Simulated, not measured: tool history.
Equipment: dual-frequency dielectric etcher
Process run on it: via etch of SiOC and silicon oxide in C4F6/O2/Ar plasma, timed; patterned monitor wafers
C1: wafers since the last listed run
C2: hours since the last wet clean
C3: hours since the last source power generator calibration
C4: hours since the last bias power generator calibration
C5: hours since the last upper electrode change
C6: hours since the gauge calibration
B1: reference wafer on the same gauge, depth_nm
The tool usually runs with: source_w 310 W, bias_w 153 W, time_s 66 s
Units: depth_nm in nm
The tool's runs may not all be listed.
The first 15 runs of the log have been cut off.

{"run": 16, "hour": 839.1, "source_w": 310, "bias_w": 153, "time_s": 66, "C1": 583, "C2": 411.9, "C3": 4374.4, "C4": 3105.5, "C5": 4833.2, "C6": 391.7, "B1": 63.4, "depth_nm": 61.9}
{"hour": 874.7, "done": "wet clean of the chamber"}
{"run": 17, "hour": 1032.4, "source_w": 310, "bias_w": 174, "time_s": 66, "C1": 1970, "C2": 157.7, "C3": 4567.7, "C4": 3298.8, "C5": 5026.5, "C6": 585, "B1": 63.2, "depth_nm": 65.7}
{"hour": 1080.6, "done": "upper electrode replaced"}
{"run": 18, "hour": 1126.8, "source_w": 310, "bias_w": 182, "time_s": 84, "C1": 819, "C2": 252.1, "C3": 4662.1, "C4": 3393.2, "C5": 46.2, "C6": 679.4, "B1": 63.2, "depth_nm": 83.3}
{"run": 19, "hour": 1194.9, "source_w": 380, "bias_w": 153, "time_s": 74, "C1": 792, "C2": 320.2, "C3": 4730.2, "C4": 3461.3, "C5": 114.3, "C6": 747.5, "B1": 63.3, "depth_nm": 78.9}
{"hour": 1239.3, "done": "source power generator calibrated"}
{"hour": 1268.6, "done": "wet clean of the chamber"}
{"run": 20, "hour": 1269.1, "source_w": 270, "bias_w": 153, "time_s": 66, "C1": 537, "C2": 0.5, "C3": 29.8, "C4": 3535.5, "C5": 188.5, "C6": 821.7, "B1": 63.2, "depth_nm": 59}
{"run": 21, "hour": 1286.6, "source_w": 240, "bias_w": 153, "time_s": 66, "C1": 203, "C2": 18, "C3": 47.3, "C4": 3553, "C5": 206, "C6": 839.2, "B1": 63.3, "depth_nm": 55}
{"hour": 1332.0, "done": "bias power generator calibrated"}
{"run": 22, "hour": 1407.8, "source_w": 340, "bias_w": 124, "time_s": 66, "C1": 1364, "C2": 139.2, "C3": 168.5, "C4": 75.8, "C5": 327.2, "C6": 960.4, "B1": 63.3, "depth_nm": 64.1}
{"run": 23, "hour": 1433.5, "source_w": 370, "bias_w": 153, "time_s": 66, "C1": 299, "C2": 164.9, "C3": 194.2, "C4": 101.5, "C5": 352.9, "C6": 986.1, "B1": 63.3, "depth_nm": 70.8}
{"run": 24, "hour": 1458.7, "source_w": 310, "bias_w": 153, "time_s": 66, "C1": 293, "C2": 190.1, "C3": 219.4, "C4": 126.7, "C5": 378.1, "C6": 1011.3, "B1": 63.2, "depth_nm": 63.8}
{"run": 25, "hour": 1513.5, "source_w": 310, "bias_w": 153, "time_s": 66, "C1": 637, "C2": 244.9, "C3": 274.2, "C4": 181.5, "C5": 432.9, "C6": 1066.1, "B1": 63.4, "depth_nm": 63.3}
{"run": 26, "hour": 1583.0, "source_w": 370, "bias_w": 183, "time_s": 82.5, "C1": 809, "C2": 314.4, "C3": 343.7, "C4": 251, "C5": 502.4, "C6": 1135.6, "B1": 63.3, "depth_nm": 89.9}
{"run": 27, "hour": 1649.7, "source_w": 280, "bias_w": 176, "time_s": 66, "C1": 776, "C2": 381.1, "C3": 410.4, "C4": 317.7, "C5": 569.1, "C6": 1202.3, "B1": 63.3, "depth_nm": 60.3}
{"hour": 1690.6, "done": "wet clean of the chamber"}
{"run": 28, "hour": 1720.0, "source_w": 310, "bias_w": 153, "time_s": 49, "C1": 538, "C2": 29.4, "C3": 480.7, "C4": 388, "C5": 639.4, "C6": 1272.6, "B1": 63.4, "depth_nm": 47.8}
{"run": 29, "hour": 1791.5, "source_w": 310, "bias_w": 153, "time_s": 66, "C1": 832, "C2": 100.9, "C3": 552.2, "C4": 459.5, "C5": 710.9, "C6": 1344.1, "B1": 63.3, "depth_nm": 64.1}
{"run": 30, "hour": 1858.6, "source_w": 350, "bias_w": 153, "time_s": 77.5, "C1": 781, "C2": 168, "C3": 619.3, "C4": 526.6, "C5": 778, "C6": 1411.2, "B1": 63.2, "depth_nm": 80.8}

Branching from run 30: 3 alternative next runs. What would each branch give?
{"run": "A", "hour": 1859.0, "source_w": 310, "bias_w": 116, "time_s": 66, "C1": 4, "C2": 168.4, "C3": 619.7, "C4": 527, "C5": 778.4, "C6": 1411.6, "B1": "?", "depth_nm": "?"}
{"run": "B", "hour": 1859.0, "source_w": 380, "bias_w": 169, "time_s": 55, "C1": 4, "C2": 168.4, "C3": 619.7, "C4": 527, "C5": 778.4, "C6": 1411.6, "B1": "?", "depth_nm": "?"}
{"run": "C", "hour": 1859.0, "source_w": 310, "bias_w": 134, "time_s": 75, "C1": 4, "C2": 168.4, "C3": 619.7, "C4": 527, "C5": 778.4, "C6": 1411.6, "B1": "?", "depth_nm": "?"}

run=A B1=63.3 depth_nm=60.2
run=B B1=63.3 depth_nm=61.5
run=C B1=63.3 depth_nm=70.7
What these runs would have given with no unlogged condition in the tool:
run=A depth_nm=61.4
run=B depth_nm=62.7
run=C depth_nm=72
